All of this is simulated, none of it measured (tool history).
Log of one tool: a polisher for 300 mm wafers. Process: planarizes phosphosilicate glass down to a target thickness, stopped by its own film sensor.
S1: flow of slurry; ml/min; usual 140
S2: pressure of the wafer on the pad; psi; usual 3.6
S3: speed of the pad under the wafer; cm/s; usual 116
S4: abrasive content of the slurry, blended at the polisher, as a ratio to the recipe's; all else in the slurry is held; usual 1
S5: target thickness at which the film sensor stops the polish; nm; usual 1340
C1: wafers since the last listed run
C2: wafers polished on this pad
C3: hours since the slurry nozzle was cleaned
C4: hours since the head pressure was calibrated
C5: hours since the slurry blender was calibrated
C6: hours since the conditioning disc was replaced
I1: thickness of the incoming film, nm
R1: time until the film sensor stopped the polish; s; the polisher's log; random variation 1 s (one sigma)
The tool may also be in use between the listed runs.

Run 1, hour 0: usual settings; C1 0; C2 2627; C3 298.9; C4 231.7; C5 254.7; C6 17.9; I1 2153.8. Result: R1 102.5 s.
Run 2, hour 50.4: usual settings; C1 523; C2 3150; C3 349.3; C4 282.1; C5 305.1; C6 68.3; I1 2152. Result: R1 103.5 s.
Run 3, hour 156.3: usual settings; C1 1099; C2 4249; C3 455.2; C4 388; C5 411; C6 174.2; I1 2204.8. Result: R1 115.7 s.
At hour 201: slurry blender recalibrated, repeated, since the last time left the tool worse.
Run 4, hour 252.4: usual settings; C1 976; C2 5226; C3 551.3; C4 484.1; C5 51.4; C6 270.3; I1 2169.3. Result: R1 76.9 s.
At hour 260.1: worn pad replaced by a new one.
At hour 302.2: head pressure recalibrated.
Run 5, hour 302.7: usual settings; C1 459; C2 421; C3 601.6; C4 0.5; C5 101.7; C6 320.6; I1 2188.5. Result: R1 79.4 s.
At hour 309.5: slurry nozzle cleaned.
Run 6, hour 393.1: usual settings; C1 928; C2 1349; C3 83.6; C4 90.9; C5 192.1; C6 411; I1 2153.7. Result: R1 74.2 s.
Run 7, hour 458: usual settings; C1 673; C2 2022; C3 148.5; C4 155.8; C5 257; C6 475.9; I1 2186.5. Result: R1 80.3 s.
At hour 491.9: conditioning disc replaced and pad reconditioned.
Run 8, hour 563.9: usual settings; C1 1078; C2 3101; C3 254.4; C4 261.7; C5 362.9; C6 72; I1 2160.3. Result: R1 78.9 s.
Run 9, hour 642.7: usual settings but S5 1156 nm; C1 818; C2 3919; C3 333.2; C4 340.5; C5 441.7; C6 150.8; I1 2172.7. Result: R1 97.1 s.
At hour 681.2: slurry blender recalibrated.
At hour 834: head pressure recalibrated.
At hour 851.6: worn pad replaced by a new one.
At hour 852.2: slurry nozzle cleaned.
Run 10, hour 908.3: usual settings but S2 4.1 psi, S5 1138 nm; C1 2668; C2 582; C3 56.1; C4 74.3; C5 227.1; C6 416.4; I1 2171.5. Result: R1 85.2 s.
Run 11, hour 1011.1: usual settings but S4 0.8; C1 1067; C2 1649; C3 158.9; C4 177.1; C5 329.9; C6 519.2; I1 2139.4. Result: R1 87.5 s.
At hour 1021.4: conditioning disc replaced and pad reconditioned.
Run 12, hour 1054.2: usual settings but S3 92 cm/s, S4 0.75; C1 426; C2 2076; C3 202; C4 220.2; C5 373; C6 32.8; I1 2145.3. Result: R1 104.1 s.
Run 13, hour 1121.4: usual settings but S1 185 ml/min, S2 2.8 psi, S4 0.9, S5 1468 nm; C1 697; C2 2773; C3 269.2; C4 287.4; C5 440.2; C6 100; I1 2152.2. Result: R1 90.3 s.
Run 14, hour 1211.3: usual settings; C1 933; C2 3707; C3 359.1; C4 377.3; C5 530.1; C6 189.9; I1 2177.1. Result: R1 82.9 s.
At hour 1264.2: slurry blender recalibrated.
Run 15, hour 1276.1: usual settings but S4 1.25; C1 651; C2 4359; C3 423.9; C4 442.1; C5 11.9; C6 254.7; I1 2135.6. Result: R1 62.7 s.
At hour 1307.2: head pressure recalibrated.
Run 16, hour 1332.5: usual settings but S1 125 ml/min, S2 2.4 psi, S5 1616 nm; C1 564; C2 4923; C3 480.3; C4 25.3; C5 68.3; C6 311.1; I1 2129.3. Result: R1 71.1 s.
Run 17, hour 1386.4: usual settings but S1 110 ml/min, S2 4.1 psi; C1 559; C2 5483; C3 534.2; C4 79.2; C5 122.2; C6 365; I1 2168.7. Result: R1 68.6 s.
At hour 1406.7: worn pad replaced by a new one.
Run 18, hour 1433.1: usual settings but S1 180 ml/min, S3 92 cm/s; C1 443; C2 273; C3 580.9; C4 125.9; C5 168.9; C6 411.7; I1 2166.3. Result: R1 83.6 s.
Run 19, hour 1469.7: usual settings; C1 379; C2 653; C3 617.5; C4 162.5; C5 205.5; C6 448.3; I1 2169.4. Result: R1 76 s.
Run 20, hour 1514.8: usual settings but S3 138 cm/s, S5 1185 nm; C1 468; C2 1121; C3 662.6; C4 207.6; C5 250.6; C6 493.4; I1 2194.6. Result: R1 85.1 s.
At hour 1536.2: conditioning disc replaced and pad reconditioned.
At hour 1542.8: slurry nozzle cleaned.
Run 21, hour 1604.3: usual settings but S1 125 ml/min, S4 1.25; C1 897; C2 2019; C3 61.5; C4 297.1; C5 340.1; C6 68.1; I1 2147.9. Result: R1 70.4 s.
Run 22, hour 1683.9: usual settings but S3 86 cm/s; C1 826; C2 2846; C3 141.1; C4 376.7; C5 419.7; C6 147.7; I1 2204.2. Result: R1 96.3 s.
At hour 1849.4: head pressure recalibrated.
At hour 1870: slurry blender recalibrated.
Run 23, hour 1941.4: usual settings; C1 2631; C2 5477; C3 398.6; C4 92; C5 71.4; C6 405.2; I1 2210.6. Result: R1 79.6 s.
At hour 2026.9: worn pad replaced by a new one.
Run 24, hour 2029: usual settings but S2 4.9 psi, S3 100 cm/s, S4 1.1, S5 1107 nm; C1 867; C2 21; C3 486.2; C4 179.6; C5 159; C6 492.8; I1 2137.8. Result: R1 72.9 s.

Forecast each of these 5 alternatives for the next run:
Run A, hour 2029.4: usual settings; C1 4; C2 25; C3 486.6; C4 180; C5 159.4; C6 493.2; I1 2206.1. Result: R1 ?.
Run B, hour 2029.4: usual settings but S3 100 cm/s; C1 4; C2 25; C3 486.6; C4 180; C5 159.4; C6 493.2; I1 2206.1. Result: R1 ?.
Run C, hour 2029.4: usual settings but S1 120 ml/min, S3 136 cm/s; C1 4; C2 25; C3 486.6; C4 180; C5 159.4; C6 493.2; I1 2206.1. Result: R1 ?.
Run D, hour 2029.4: usual settings but S2 4.5 psi; C1 4; C2 25; C3 486.6; C4 180; C5 159.4; C6 493.2; I1 2206.1. Result: R1 ?.
Run E, hour 2029.4: usual settings but S2 2.5 psi; C1 4; C2 25; C3 486.6; C4 180; C5 159.4; C6 493.2; I1 2206.1. Result: R1 ?.

run     R1
  A   78.6
  B   84.6
  C   73.6
  D   62.9
  E  113.2
Without the tool's hidden state the same runs would have given:
run     R1
  A   76.6
  B   82.4
  C   71.7
  D   61.3
  E  110.3
